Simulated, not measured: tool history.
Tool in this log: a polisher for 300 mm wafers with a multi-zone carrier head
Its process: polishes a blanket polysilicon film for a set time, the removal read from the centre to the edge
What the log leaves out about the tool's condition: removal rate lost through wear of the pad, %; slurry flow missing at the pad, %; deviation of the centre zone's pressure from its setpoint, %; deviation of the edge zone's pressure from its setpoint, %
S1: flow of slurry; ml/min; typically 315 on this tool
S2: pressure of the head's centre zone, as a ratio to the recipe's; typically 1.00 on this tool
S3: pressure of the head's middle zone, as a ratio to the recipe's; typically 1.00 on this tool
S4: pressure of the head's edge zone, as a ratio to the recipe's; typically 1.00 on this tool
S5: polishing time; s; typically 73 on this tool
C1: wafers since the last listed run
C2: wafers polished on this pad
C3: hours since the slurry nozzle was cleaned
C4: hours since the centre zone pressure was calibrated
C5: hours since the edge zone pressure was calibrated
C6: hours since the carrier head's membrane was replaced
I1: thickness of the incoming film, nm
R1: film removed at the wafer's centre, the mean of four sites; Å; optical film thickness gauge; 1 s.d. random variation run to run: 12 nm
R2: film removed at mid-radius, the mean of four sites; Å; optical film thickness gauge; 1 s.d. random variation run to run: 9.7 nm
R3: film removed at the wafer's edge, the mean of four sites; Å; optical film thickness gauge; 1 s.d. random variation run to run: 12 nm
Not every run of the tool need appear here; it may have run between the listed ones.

run   hour   S1    S2    S3    S4  S5   C1    C2     C3     C4     C5     C6      I1    R1    R2    R3
  1    0.0  315  1.00  1.00  0.93  73    0   214  175.5  699.6  239.8  467.8  2381.9  7583  7715  7545
  2   16.2  270  1.00  1.00  1.00  73  198   413  191.7  715.8  256.0  484.0  2365.6  7303  7407  7775
  3   42.9  230  1.00  1.00  1.00  73  327   740  218.4  742.5  282.7  510.7  2366.2  7049  7056  7302
  4   57.6  230  1.00  1.00  1.00  73  180   921  233.1  757.2  297.4  525.4  2418.1  7164  7181  7355
  5   71.5  230  1.00  1.00  1.00  73  170  1091  247.0  771.1  311.3  539.3  2353.6  7104  7001  7242
      80.0  -- worn pad replaced by a new one, of another model than before
  6   81.4  315  1.00  1.00  1.00  73   72    16  256.9  781.0  321.2  549.2  2367.2  7844  7912  8327
  7   91.8  315  1.00  1.00  1.00  73  127   144  267.3  791.4  331.6  559.6  2398.8  7828  7709  8170
     105.1  -- carrier head's membrane replaced by a new one
  8  105.6  315  1.00  1.00  1.00  73  108   252  281.1  805.2  345.4    0.5  2356.4  7701  7598  7771
  9  116.0  385  0.91  1.08  1.00  73  127   380  291.5  815.6  355.8   10.9  2377.1  6941  8025  7749
 10  127.1  315  1.00  1.00  1.00  73  136   516  302.6  826.7  366.9   22.0  2388.5  7267  7345  7442
 11  140.0  315  1.00  1.00  0.94  64  158   674  315.5  839.6  379.8   34.9  2404.5  6482  6413  6473
     147.3  -- slurry nozzle cleaned
     147.5  -- edge zone pressure recalibrated
 12  147.8  220  1.00  1.00  1.00  73   81   755    0.5  847.4    0.3   42.7  2415.2  6457  6601  6894
     162.7  -- centre zone pressure recalibrated
 13  163.2  315  0.91  1.07  1.00  61  164   920   15.9    0.5   15.7   58.1  2392.4  5579  6258  6211

What does the tool deliver on the next run?
 14  176.2  360  1.00  0.94  1.00  73  159  1079  28.9  13.5  28.7  71.1  2384.7   ?   ?   ?

{"run 14": {"R1": 7468, "R2": 6999, "R3": 7630}}
With no hidden state in the tool, this same run would have given R1 8323 Å, R2 7800 Å, R3 8503 Å.
